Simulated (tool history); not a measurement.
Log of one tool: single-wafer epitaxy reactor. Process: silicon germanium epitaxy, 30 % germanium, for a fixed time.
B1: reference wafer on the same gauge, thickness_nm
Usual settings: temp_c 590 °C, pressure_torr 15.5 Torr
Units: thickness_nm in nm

{"run": 1, "hour": 0.0, "temp_c": 599, "pressure_torr": 15.5, "B1": 43.141, "thickness_nm": 47.267}
{"run": 2, "hour": 27.5, "temp_c": 599, "pressure_torr": 15.5, "B1": 43.188, "thickness_nm": 47.295}
{"run": 3, "hour": 83.0, "temp_c": 599, "pressure_torr": 15.5, "B1": 43.209, "thickness_nm": 47.442}
{"run": 4, "hour": 124.4, "temp_c": 595, "pressure_torr": 16.5, "B1": 43.16, "thickness_nm": 45.209}
{"run": 5, "hour": 187.2, "temp_c": 595, "pressure_torr": 16.5, "B1": 43.231, "thickness_nm": 45.176}
{"run": 6, "hour": 241.9, "temp_c": 595, "pressure_torr": 16.5, "B1": 43.202, "thickness_nm": 45.448}
{"run": 7, "hour": 388.0, "temp_c": 590, "pressure_torr": 15.5, "B1": 43.207, "thickness_nm": 40.935}
{"run": 8, "hour": 432.4, "temp_c": 590, "pressure_torr": 15.5, "B1": 43.186, "thickness_nm": 40.867}
{"run": 9, "hour": 494.6, "temp_c": 580, "pressure_torr": 15.5, "B1": 43.216, "thickness_nm": 34.665}
{"run": 10, "hour": 530.1, "temp_c": 590, "pressure_torr": 15.5, "B1": 43.167, "thickness_nm": 40.915}
{"run": 11, "hour": 555.1, "temp_c": 590, "pressure_torr": 15.5, "B1": 43.187, "thickness_nm": 40.996}
{"run": 12, "hour": 586.8, "temp_c": 590, "pressure_torr": 15.5, "B1": 43.225, "thickness_nm": 41.19}
{"run": 13, "hour": 628.2, "temp_c": 590, "pressure_torr": 15.5, "B1": 43.2, "thickness_nm": 40.932}
{"run": 14, "hour": 695.5, "temp_c": 590, "pressure_torr": 15.5, "B1": 43.173, "thickness_nm": 40.96}
{"run": 15, "hour": 767.5, "temp_c": 590, "pressure_torr": 15.5, "B1": 43.178, "thickness_nm": 41.04}
{"run": 16, "hour": 813.4, "temp_c": 590, "pressure_torr": 15.5, "B1": 43.222, "thickness_nm": 41.109}
{"run": 17, "hour": 871.6, "temp_c": 597, "pressure_torr": 15.5, "B1": 43.195, "thickness_nm": 46.158}
{"run": 18, "hour": 937.1, "temp_c": 590, "pressure_torr": 15.5, "B1": 43.168, "thickness_nm": 41.091}
{"run": 19, "hour": 999.3, "temp_c": 579, "pressure_torr": 13.3, "B1": 43.183, "thickness_nm": 32.937}
{"hour": 1002.8, "done": "gauge calibrated"}
{"run": 20, "hour": 1028.2, "temp_c": 596, "pressure_torr": 13.5, "B1": 43.232, "thickness_nm": 43.893}
{"hour": 1044.4, "done": "pyrometer calibrated"}
{"run": 21, "hour": 1064.9, "temp_c": 584, "pressure_torr": 16.8, "B1": 43.204, "thickness_nm": 39.511}
{"run": 22, "hour": 1116.6, "temp_c": 586, "pressure_torr": 18.2, "B1": 43.18, "thickness_nm": 41.385}
{"hour": 1189.2, "done": "showerhead replaced"}
{"run": 23, "hour": 1189.7, "temp_c": 583, "pressure_torr": 18.6, "B1": 43.236, "thickness_nm": 39.641}
{"run": 24, "hour": 1236.3, "temp_c": 576, "pressure_torr": 15.5, "B1": 43.216, "thickness_nm": 33.268}
{"hour": 1256.0, "done": "capacitance manometer re-zeroed and calibrated"}
{"run": 25, "hour": 1304.0, "temp_c": 590, "pressure_torr": 15.5, "B1": 43.227, "thickness_nm": 41.439}
{"run": 26, "hour": 1362.2, "temp_c": 590, "pressure_torr": 15.5, "B1": 43.176, "thickness_nm": 41.407}
{"run": 27, "hour": 1389.7, "temp_c": 599, "pressure_torr": 17.1, "B1": 43.173, "thickness_nm": 48.987}
{"run": 28, "hour": 1456.7, "temp_c": 597, "pressure_torr": 19.1, "B1": 43.214, "thickness_nm": 49.08}
{"run": 29, "hour": 1510.9, "temp_c": 584, "pressure_torr": 18.9, "B1": 43.232, "thickness_nm": 39.541}
{"run": 30, "hour": 1560.0, "temp_c": 590, "pressure_torr": 15.5, "B1": 43.147, "thickness_nm": 41.394}
{"run": 31, "hour": 1608.2, "temp_c": 590, "pressure_torr": 17.6, "B1": 43.252, "thickness_nm": 42.629}
{"run": 32, "hour": 1678.7, "temp_c": 580, "pressure_torr": 17.6, "B1": 43.195, "thickness_nm": 35.967}
{"run": 33, "hour": 1749.9, "temp_c": 590, "pressure_torr": 15.5, "B1": 43.216, "thickness_nm": 41.016}
{"run": 34, "hour": 1800.2, "temp_c": 599, "pressure_torr": 17.1, "B1": 43.141, "thickness_nm": 48.884}
{"run": 35, "hour": 1828.5, "temp_c": 602, "pressure_torr": 13.1, "B1": 43.2, "thickness_nm": 48.059}
{"run": 36, "hour": 1882.1, "temp_c": 590, "pressure_torr": 13.3, "B1": 43.201, "thickness_nm": 39.489}

3 ways to go on from here, each from the tool as it stands after run 36. What would each give?
{"run": "A", "hour": 1882.5, "temp_c": 590, "pressure_torr": 15.5, "B1": "?", "thickness_nm": "?"}
{"run": "B", "hour": 1882.5, "temp_c": 605, "pressure_torr": 14.1, "B1": "?", "thickness_nm": "?"}
{"run": "C", "hour": 1882.5, "temp_c": 600, "pressure_torr": 15.5, "B1": "?", "thickness_nm": "?"}

run=A B1=43.186 thickness_nm=40.956
run=B B1=43.186 thickness_nm=50.979
run=C B1=43.186 thickness_nm=48.227
Without the tool's hidden state the same runs would have given:
run=A thickness_nm=41.989
run=B thickness_nm=52.218
run=C thickness_nm=49.414

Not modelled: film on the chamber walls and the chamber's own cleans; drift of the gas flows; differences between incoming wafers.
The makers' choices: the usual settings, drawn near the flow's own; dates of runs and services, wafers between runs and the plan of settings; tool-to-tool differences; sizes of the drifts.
